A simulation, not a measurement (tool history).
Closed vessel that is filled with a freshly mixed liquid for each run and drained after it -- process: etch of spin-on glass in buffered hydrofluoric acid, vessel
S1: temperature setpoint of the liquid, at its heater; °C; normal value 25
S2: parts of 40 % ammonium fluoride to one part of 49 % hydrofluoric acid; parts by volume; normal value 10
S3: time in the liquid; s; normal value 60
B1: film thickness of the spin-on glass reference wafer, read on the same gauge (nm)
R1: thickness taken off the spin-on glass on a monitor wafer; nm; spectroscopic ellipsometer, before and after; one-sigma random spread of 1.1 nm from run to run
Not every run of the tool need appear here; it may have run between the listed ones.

run 1 hour=0 | S1=25 S2=10 S3=60 | B1=139.99 | R1=178.47
run 2 hour=49.8 | S1=25 S2=10 S3=60 | B1=140.01 | R1=182.29
run 3 hour=136.8 | S1=25 S2=10 S3=60 | B1=139.96 | R1=182.38
run 4 hour=213.8 | S1=25 S2=10 S3=60 | B1=140 | R1=184.04
run 5 hour=258.5 | S1=25 S2=10 S3=60 | B1=140.01 | R1=183.75
run 6 hour=350.6 | S1=25 S2=10 S3=45 | B1=139.99 | R1=139.67
run 7 hour=456 | S1=25 S2=10 S3=45 | B1=139.98 | R1=139.03
run 8 hour=501.1 | S1=25 S2=10 S3=45 | B1=140 | R1=139.96
run 9 hour=545.1 | S1=25 S2=10 S3=60 | B1=139.99 | R1=184.89
run 10 hour=589.3 | S1=25 S2=10 S3=60 | B1=140 | R1=190.28
run 11 hour=672.8 | S1=25 S2=10 S3=60 | B1=140.01 | R1=188.79
run 12 hour=726.1 | S1=27 S2=10 S3=40 | B1=140.01 | R1=141.03
run 13 hour=797.2 | S1=22.5 S2=10 S3=60 | B1=140 | R1=166.55
run 14 hour=898 | S1=27.5 S2=12 S3=85 | B1=140.04 | R1=259.37
run 15 hour=947.3 | S1=22 S2=10 S3=60 | B1=140 | R1=151.04
run 16 hour=1031.2 | S1=25 S2=10 S3=60 | B1=139.99 | R1=182
run 17 hour=1151.8 | S1=26.5 S2=11 S3=30 | B1=140 | R1=90.82
run 18 hour=1215 | S1=22.5 S2=11.5 S3=75 | B1=139.98 | R1=174.8

Taken out of this log: 4 entries between the listed runs. Where each belongs, and how the hidden state differs across it:
Between runs 4 and 5: gauge calibrated (hour 252.5)
  liquid hotter than its thermometer reads (K): 0.422 -> 0.473
  measured value less the no-hidden-state value, R1: +4.13 -> +4.61 nm
Between runs 13 and 14: gauge calibrated (hour 886.4)
  liquid hotter than its thermometer reads (K): 1.08 -> 1.19
  measured value less the no-hidden-state value, R1: +9.58 -> +15.89 nm
Between runs 14 and 15: thermometer replaced (hour 921.5)
  liquid hotter than its thermometer reads (K): 1.19 -> 0.0999
  measured value less the no-hidden-state value, R1: +15.89 -> +0.83 nm
Between runs 15 and 16: hydrofluoric acid flow meter replaced (hour 964.9)
  liquid hotter than its thermometer reads (K): 0.0999 -> 0.195
  measured value less the no-hidden-state value, R1: +0.83 -> +1.86 nm
